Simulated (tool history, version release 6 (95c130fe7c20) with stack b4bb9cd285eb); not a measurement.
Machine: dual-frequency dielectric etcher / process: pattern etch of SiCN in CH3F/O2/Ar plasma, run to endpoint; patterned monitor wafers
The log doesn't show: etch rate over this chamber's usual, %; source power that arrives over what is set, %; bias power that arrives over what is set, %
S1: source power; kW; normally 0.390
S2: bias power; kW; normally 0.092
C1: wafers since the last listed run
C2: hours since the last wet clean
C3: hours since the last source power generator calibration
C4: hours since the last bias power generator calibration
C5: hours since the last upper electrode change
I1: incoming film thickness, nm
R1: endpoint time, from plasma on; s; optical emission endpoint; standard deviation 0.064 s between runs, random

run   hour     S1     S2   C1     C2      C3      C4      C5    I1    R1
  1    0.0  0.390  0.092    0  355.3  2655.4  2008.1  3553.9  6.40  15.6
  2   17.1  0.390  0.092  219  372.4  2672.5  2025.2  3571.0  6.41  15.6
  3   27.5  0.390  0.092  133  382.8  2682.9  2035.6  3581.4  6.43  15.6
  4   33.8  0.390  0.092   80  389.1  2689.2  2041.9  3587.7  6.39  15.5
  5   49.2  0.420  0.092  197  404.5  2704.6  2057.3  3603.1  6.35  14.8
  6   61.4  0.390  0.092  156  416.7  2716.8  2069.5  3615.3  6.41  15.5
  7   67.5  0.390  0.092   78  422.8  2722.9  2075.6  3621.4  6.41  15.5
  8   78.6  0.390  0.092  142  433.9  2734.0  2086.7  3632.5  6.33  15.3
  9   92.1  0.390  0.092  173  447.4  2747.5  2100.2  3646.0  6.39  15.5
 10  105.9  0.360  0.092  177  461.2  2761.3  2114.0  3659.8  6.36  16.1
 11  120.0  0.360  0.092  180  475.3  2775.4  2128.1  3673.9  6.34  16.2
 12  128.9  0.360  0.092  114  484.2  2784.3  2137.0  3682.8  6.32  16.0
 13  146.1  0.390  0.083  220  501.4  2801.5  2154.2  3700.0  6.40  16.0
     158.3  -- bias power generator calibrated
 14  163.7  0.450  0.081  174  519.0  2819.1     5.4  3717.6  6.35  14.6
 15  179.8  0.390  0.092  206  535.1  2835.2    21.5  3733.7  6.40  15.5
 16  191.3  0.360  0.106  147  546.6  2846.7    33.0  3745.2  6.35  15.3
     202.7  -- source power generator calibrated
 17  203.7  0.390  0.092  107  559.0     1.0    45.4  3757.6  6.41  15.4
 18  210.3  0.490  0.107   84  565.6     7.6    52.0  3764.2  6.36  12.9
 19  217.1  0.350  0.074   87  572.4    14.4    58.8  3771.0  6.48  17.7
 20  227.9  0.330  0.075  138  583.2    25.2    69.6  3781.8  6.40  18.2
 21  238.4  0.490  0.074  134  593.7    35.7    80.1  3792.3  6.33  14.3
     264.4  -- wet clean of the chamber
 22  264.9  0.430  0.082   32    0.5    62.2   106.6  3818.8  6.38  16.5
 23  265.2  0.300  0.076    3    0.8    62.5   106.9  3819.1  6.42  21.2
 24  268.0  0.440  0.098   35    3.6    65.3   109.7  3821.9  6.29  15.3
     304.8  -- upper electrode replaced
 25  305.3  0.490  0.069  170   40.9   102.6   147.0     0.5  6.38  16.0
 26  305.7  0.390  0.069    5   41.3   103.0   147.4     0.9  6.38  18.3
 27  306.0  0.350  0.104    3   41.6   103.3   147.7     1.2  6.33  17.1
 28  312.3  0.450  0.092   80   47.9   109.6   154.0     7.5  6.41  15.6
 29  329.1  0.390  0.092  215   64.7   126.4   170.8    24.3  6.36  16.8
     355.1  -- wet clean of the chamber, repeated, since the last time left the tool worse
 30  355.6  0.320  0.069   32    0.5   152.9   197.3    50.8  6.44  19.4
 31  384.4  0.390  0.092  369   29.3   181.7   226.1    79.6  6.43  15.8
 32  395.2  0.330  0.106  138   40.1   192.5   236.9    90.4  6.41  16.8
 33  405.9  0.340  0.109  137   50.8   203.2   247.6   101.1  6.47  16.4
 34  423.1  0.390  0.086  220   68.0   220.4   264.8   118.3  6.38  15.9

What was the tool's hidden state at every run in the log?
source power that arrives over what is set, %: 0 at every run
bias power that arrives over what is set, %: 0 at every run
H1: etch rate over this chamber's usual, %
run     H1
  1    1.8
  2   1.89
  3   1.94
  4   1.97
  5   2.05
  6   2.12
  7   2.15
  8   2.21
  9   2.28
 10   2.35
 11   2.42
 12   2.47
 13   2.56
 14   2.65
 15   2.74
 16    2.8
 17   2.86
 18   2.89
 19   2.93
 20   2.99
 21   3.04
 22  -6.31
 23  -6.31
 24  -6.29
 25   -6.1
 26   -6.1
 27   -6.1
 28  -6.06
 29  -5.98
 30  0.536
 31  0.686
 32  0.743
 33  0.798
 34  0.888

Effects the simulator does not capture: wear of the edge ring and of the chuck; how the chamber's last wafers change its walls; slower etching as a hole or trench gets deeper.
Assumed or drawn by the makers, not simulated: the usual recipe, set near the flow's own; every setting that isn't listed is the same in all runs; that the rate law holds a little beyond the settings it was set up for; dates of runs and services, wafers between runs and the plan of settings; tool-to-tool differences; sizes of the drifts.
